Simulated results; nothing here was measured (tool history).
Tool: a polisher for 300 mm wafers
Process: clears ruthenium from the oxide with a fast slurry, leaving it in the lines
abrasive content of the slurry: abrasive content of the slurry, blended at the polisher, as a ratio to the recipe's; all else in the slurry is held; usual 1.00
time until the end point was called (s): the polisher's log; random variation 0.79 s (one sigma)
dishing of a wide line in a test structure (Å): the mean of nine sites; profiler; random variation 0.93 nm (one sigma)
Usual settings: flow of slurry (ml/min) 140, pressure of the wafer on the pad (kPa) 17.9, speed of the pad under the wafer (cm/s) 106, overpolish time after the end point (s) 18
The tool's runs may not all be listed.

run	hour	flow of slurry (ml/min)	pressure of the wafer on the pad (kPa)	speed of the pad under the wafer (cm/s)	abrasive content of the slurry	overpolish time after the end point (s)	wafers since the last listed run	wafers polished on this pad	hours since the slurry nozzle was cleaned	hours since the head pressure was calibrated	hours since the slurry blender was calibrated	incoming thickness of the incoming film, nm	time until the end point was called (s)	dishing of a wide line in a test structure (Å)
1	0.0	140	17.9	106	1.00	18	0	1086	328.9	599.7	427.0	178.5	42.0	662
2	62.8	140	17.9	106	1.00	18	518	1604	391.7	662.5	489.8	179.4	42.6	668
# hour 91.2: worn pad replaced by a new one
# hour 93.7: slurry blender recalibrated
3	111.7	140	17.9	106	1.00	18	353	152	440.6	711.4	18.0	180.8	43.4	656
4	142.6	140	17.9	106	1.00	18	254	407	471.5	742.3	48.9	179.4	42.0	665
5	214.6	110	14.5	106	1.00	18	593	1001	543.5	814.3	120.9	179.5	54.1	552
6	246.4	110	14.5	106	1.00	18	262	1263	575.3	846.1	152.7	177.4	51.4	543
7	272.5	110	14.5	106	1.00	18	215	1478	601.4	872.2	178.8	182.0	53.5	544
8	320.7	140	17.9	106	1.00	18	397	1876	649.6	920.4	227.0	179.0	40.6	683
# hour 329.0: worn pad replaced by a new one
9	369.5	140	17.9	106	1.00	18	369	334	698.4	969.2	275.8	182.7	43.5	682
10	435.9	140	17.9	106	1.00	18	547	882	764.8	1035.6	342.2	178.3	40.5	689
# hour 481.6: slurry nozzle cleaned
11	487.9	105	22.1	106	1.00	13	420	1302	6.3	1087.6	394.2	179.5	34.7	607
# hour 510.3: worn pad replaced by a new one
# hour 549.5: slurry blender recalibrated
# hour 560.4: head pressure recalibrated
12	628.1	175	17.9	106	1.00	18	1090	938	146.5	67.7	78.6	182.3	44.3	649
13	675.5	100	17.9	106	1.00	11	391	1329	193.9	115.1	126.0	178.4	49.5	371
# hour 716.4: worn pad replaced by a new one
14	842.2	180	13.1	70	1.00	18	1342	1037	360.6	281.8	292.7	180.6	91.2	351
15	872.7	140	24.1	76	0.70	18	251	1289	391.1	312.3	323.2	178.2	65.0	455
16	902.9	155	17.9	106	1.00	18	249	1538	421.3	342.5	353.4	181.6	43.8	653
# hour 910.8: worn pad replaced by a new one
17	965.0	140	23.4	140	1.10	9	479	447	483.4	404.6	415.5	178.8	23.8	601
18	997.2	140	17.9	106	1.00	18	265	712	515.6	436.8	447.7	179.7	44.6	652
19	1035.3	155	17.9	106	0.90	18	314	1027	553.7	474.9	485.8	178.1	45.5	609
# hour 1052.6: slurry blender recalibrated
20	1060.2	140	17.9	106	1.00	18	188	1216	578.6	499.8	7.6	182.0	44.3	658

What the log doesn't show, run by run:
removal rate lost through wear of the pad, %: 0 in every run
slurry flow missing at the pad, %: 0 in every run
abrasive missing from the slurry, %: 0 in every run
H1: deviation of the head's pressure from its setpoint, %
run	H1
1	4.95
2	5.66
3	6.21
4	6.56
5	7.37
6	7.72
7	8.02
8	8.56
9	9.11
10	9.85
11	10.4
12	-1.26
13	-0.724
14	1.15
15	1.49
16	1.83
17	2.53
18	2.89
19	3.32
20	3.6
